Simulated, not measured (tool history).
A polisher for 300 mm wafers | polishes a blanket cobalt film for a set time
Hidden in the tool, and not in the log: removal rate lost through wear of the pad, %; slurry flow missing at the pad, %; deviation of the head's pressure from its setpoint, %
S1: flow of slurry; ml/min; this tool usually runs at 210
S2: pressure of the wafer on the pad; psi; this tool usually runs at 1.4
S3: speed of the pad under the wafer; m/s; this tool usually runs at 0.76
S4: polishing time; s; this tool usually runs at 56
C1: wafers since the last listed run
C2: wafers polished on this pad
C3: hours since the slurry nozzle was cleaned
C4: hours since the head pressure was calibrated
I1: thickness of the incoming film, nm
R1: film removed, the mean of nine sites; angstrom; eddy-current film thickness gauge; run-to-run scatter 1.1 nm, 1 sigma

{"run": 1, "day": 0.0, "S1": 210, "S2": 1.6, "S3": 0.76, "S4": 66, "C1": 0, "C2": 609, "C3": 275.5, "C4": 770.7, "I1": 780.7, "R1": 2191}
{"run": 2, "day": 2.454, "S1": 210, "S2": 1.5, "S3": 0.92, "S4": 56, "C1": 658, "C2": 1267, "C3": 334.4, "C4": 829.6, "I1": 799, "R1": 2035}
{"run": 3, "day": 3.471, "S1": 210, "S2": 1.5, "S3": 0.92, "S4": 56, "C1": 272, "C2": 1539, "C3": 358.8, "C4": 854, "I1": 785.2, "R1": 1982}
{"run": 4, "day": 5.975, "S1": 210, "S2": 1.5, "S3": 0.92, "S4": 56, "C1": 671, "C2": 2211, "C3": 418.9, "C4": 914.1, "I1": 787, "R1": 1970}
{"day": 6.292, "done": "worn pad replaced by a new one"}
{"run": 5, "day": 8.717, "S1": 210, "S2": 1.2, "S3": 0.92, "S4": 56, "C1": 690, "C2": 650, "C3": 484.7, "C4": 979.9, "I1": 782.1, "R1": 1664}
{"run": 6, "day": 10.25, "S1": 210, "S2": 1.2, "S3": 0.92, "S4": 56, "C1": 411, "C2": 1061, "C3": 521.5, "C4": 1016.7, "I1": 790.7, "R1": 1640}
{"run": 7, "day": 11.912, "S1": 210, "S2": 1.4, "S3": 0.76, "S4": 56, "C1": 445, "C2": 1507, "C3": 561.4, "C4": 1056.6, "I1": 804.5, "R1": 1549}
{"run": 8, "day": 13.967, "S1": 210, "S2": 1.4, "S3": 0.76, "S4": 56, "C1": 550, "C2": 2058, "C3": 610.7, "C4": 1105.9, "I1": 786.1, "R1": 1528}
{"day": 14.971, "done": "worn pad replaced by a new one"}
{"day": 16.533, "done": "head pressure recalibrated"}
{"run": 9, "day": 16.962, "S1": 210, "S2": 1.4, "S3": 0.76, "S4": 56, "C1": 736, "C2": 511, "C3": 682.6, "C4": 10.3, "I1": 796.2, "R1": 1642}
{"run": 10, "day": 18.571, "S1": 210, "S2": 1.4, "S3": 0.76, "S4": 56, "C1": 431, "C2": 942, "C3": 721.2, "C4": 48.9, "I1": 781.6, "R1": 1617}
{"run": 11, "day": 20.492, "S1": 210, "S2": 1.4, "S3": 0.76, "S4": 56, "C1": 515, "C2": 1457, "C3": 767.3, "C4": 95, "I1": 788.3, "R1": 1555}
{"run": 12, "day": 21.883, "S1": 210, "S2": 1.2, "S3": 0.76, "S4": 56, "C1": 373, "C2": 1831, "C3": 800.7, "C4": 128.4, "I1": 794.9, "R1": 1331}
{"day": 22.233, "done": "worn pad replaced by a new one"}
{"run": 13, "day": 23.212, "S1": 260, "S2": 1.4, "S3": 0.76, "S4": 63, "C1": 311, "C2": 262, "C3": 832.6, "C4": 160.3, "I1": 793.8, "R1": 1923}
{"run": 14, "day": 24.542, "S1": 250, "S2": 1.1, "S3": 0.76, "S4": 69, "C1": 356, "C2": 619, "C3": 864.5, "C4": 192.2, "I1": 794, "R1": 1632}
{"run": 15, "day": 26.504, "S1": 210, "S2": 1.4, "S3": 0.76, "S4": 56, "C1": 526, "C2": 1145, "C3": 911.6, "C4": 239.3, "I1": 794.9, "R1": 1590}
{"day": 27.133, "done": "slurry nozzle cleaned"}
{"run": 16, "day": 28.65, "S1": 265, "S2": 1.4, "S3": 0.76, "S4": 56, "C1": 564, "C2": 1710, "C3": 36.4, "C4": 290.8, "I1": 775.2, "R1": 1580}
{"day": 30.6, "done": "worn pad replaced by a new one"}
{"run": 17, "day": 30.775, "S1": 210, "S2": 1.4, "S3": 0.76, "S4": 56, "C1": 525, "C2": 47, "C3": 87.4, "C4": 341.8, "I1": 796.7, "R1": 1678}
{"run": 18, "day": 32.071, "S1": 210, "S2": 1.4, "S3": 0.76, "S4": 56, "C1": 347, "C2": 394, "C3": 118.5, "C4": 372.9, "I1": 791.7, "R1": 1658}
{"run": 19, "day": 34.592, "S1": 210, "S2": 1.4, "S3": 0.68, "S4": 56, "C1": 676, "C2": 1071, "C3": 179, "C4": 433.4, "I1": 780.6, "R1": 1463}
{"run": 20, "day": 35.667, "S1": 210, "S2": 1.4, "S3": 0.9, "S4": 37, "C1": 288, "C2": 1359, "C3": 204.8, "C4": 459.2, "I1": 793.3, "R1": 1237}
{"run": 21, "day": 37.021, "S1": 210, "S2": 1.4, "S3": 0.76, "S4": 56, "C1": 363, "C2": 1722, "C3": 237.3, "C4": 491.7, "I1": 788.4, "R1": 1579}
{"day": 37.571, "done": "worn pad replaced by a new one"}
{"run": 22, "day": 38.196, "S1": 210, "S2": 1.6, "S3": 0.68, "S4": 56, "C1": 270, "C2": 167, "C3": 265.5, "C4": 519.9, "I1": 780.1, "R1": 1712}

Here are 4 independent what-if runs from the current tool condition. What would each one return?
{"run": "A", "day": 38.212, "S1": 210, "S2": 1.4, "S3": 0.76, "S4": 56, "C1": 4, "C2": 172, "C3": 265.9, "C4": 520.3, "I1": 798.6, "R1": "?"}
{"run": "B", "day": 38.212, "S1": 210, "S2": 1.4, "S3": 0.76, "S4": 46, "C1": 4, "C2": 172, "C3": 265.9, "C4": 520.3, "I1": 798.6, "R1": "?"}
{"run": "C", "day": 38.212, "S1": 210, "S2": 1.4, "S3": 0.66, "S4": 49, "C1": 4, "C2": 172, "C3": 265.9, "C4": 520.3, "I1": 798.6, "R1": "?"}
{"run": "D", "day": 38.212, "S1": 210, "S2": 1.8, "S3": 0.76, "S4": 56, "C1": 4, "C2": 172, "C3": 265.9, "C4": 520.3, "I1": 798.6, "R1": "?"}

run=A R1=1666
run=B R1=1368
run=C R1=1280
run=D R1=2124
With no hidden state in the tool, these same runs would have given:
run=A R1=1682
run=B R1=1382
run=C R1=1293
run=D R1=2145
